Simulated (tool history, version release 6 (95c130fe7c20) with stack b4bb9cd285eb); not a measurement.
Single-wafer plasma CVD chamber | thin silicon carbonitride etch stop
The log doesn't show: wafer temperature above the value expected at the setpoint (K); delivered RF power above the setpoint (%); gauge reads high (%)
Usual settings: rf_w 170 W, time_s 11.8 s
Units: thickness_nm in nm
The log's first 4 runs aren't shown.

run,hour,rf_w,time_s,wafers since the last listed run,hours since the last thermocouple change,hours since the last RF generator calibration,hours since the showerhead was replaced,hours since the gauge calibration,"read-back reference wafer on the same gauge, thickness_nm",thickness_nm
5,319.2,170,11.8,1195,1531.7,910.4,6823.3,1432.6,5.689,6.232
6,367.8,170,11.8,832,1580.3,959.0,6871.9,1481.2,5.687,6.237
7,465.2,170,11.8,1668,1677.7,1056.4,6969.3,1578.6,5.692,6.233
8,529.4,170,11.8,1099,1741.9,1120.6,7033.5,1642.8,5.691,6.235
9,577.9,170,11.8,830,1790.4,1169.1,7082.0,1691.3,5.690,6.238
10,678.7,170,11.8,1726,1891.2,1269.9,7182.8,1792.1,5.692,6.215
# hour 698.3: RF generator calibrated
11,913.1,170,11.8,3878,2125.6,214.8,7417.2,2026.5,5.691,6.318
12,995.2,170,11.8,1406,2207.7,296.9,7499.3,2108.6,5.687,6.309
13,1051.0,170,11.8,955,2263.5,352.7,7555.1,2164.4,5.692,6.303
# hour 1051.6: gauge calibrated
14,1151.6,190,10.7,1723,2364.1,453.3,7655.7,100.0,5.689,5.941
15,1195.7,185,13.0,755,2408.2,497.4,7699.8,144.1,5.689,7.138
# hour 1240.9: thermocouple changed; heater temperature recalibrated
16,1291.6,170,12.6,1505,50.7,593.3,7795.7,240.0,5.691,6.697
17,1353.8,170,13.0,1065,112.9,655.5,7857.9,302.2,5.689,6.905
18,1443.9,170,12.4,1543,203.0,745.6,7948.0,392.3,5.695,6.575
19,1544.8,170,10.2,1728,303.9,846.5,8048.9,493.2,5.685,5.410
20,1593.2,170,11.8,829,352.3,894.9,8097.3,541.6,5.692,6.251
21,1690.9,170,11.8,1673,450.0,992.6,8195.0,639.3,5.691,6.257
22,1768.7,145,11.8,1332,527.8,1070.4,8272.8,717.1,5.694,5.880
23,1832.9,155,13.9,1099,592.0,1134.6,8337.0,781.3,5.689,7.123
# hour 1851.8: RF generator calibrated
# hour 1856.4: showerhead replaced
24,1921.1,170,11.8,1295,680.2,69.3,64.7,869.5,5.687,6.335
25,2006.2,190,10.8,1457,765.3,154.4,149.8,954.6,5.692,6.032
26,2262.3,190,10.7,4387,1021.4,410.5,405.9,1210.7,5.688,5.922
27,2369.7,155,9.9,1839,1128.8,517.9,513.3,1318.1,5.690,5.086

Run 28 comes next. What will it give?
28,2470.8,140,11.8,1731,1229.9,619.0,614.4,1419.2,?,?

{"run 28": {"read-back reference wafer on the same gauge, thickness_nm": 5.69, "thickness_nm": 5.816}}
Without the tool's hidden state the same run would have given thickness_nm 5.933 nm.
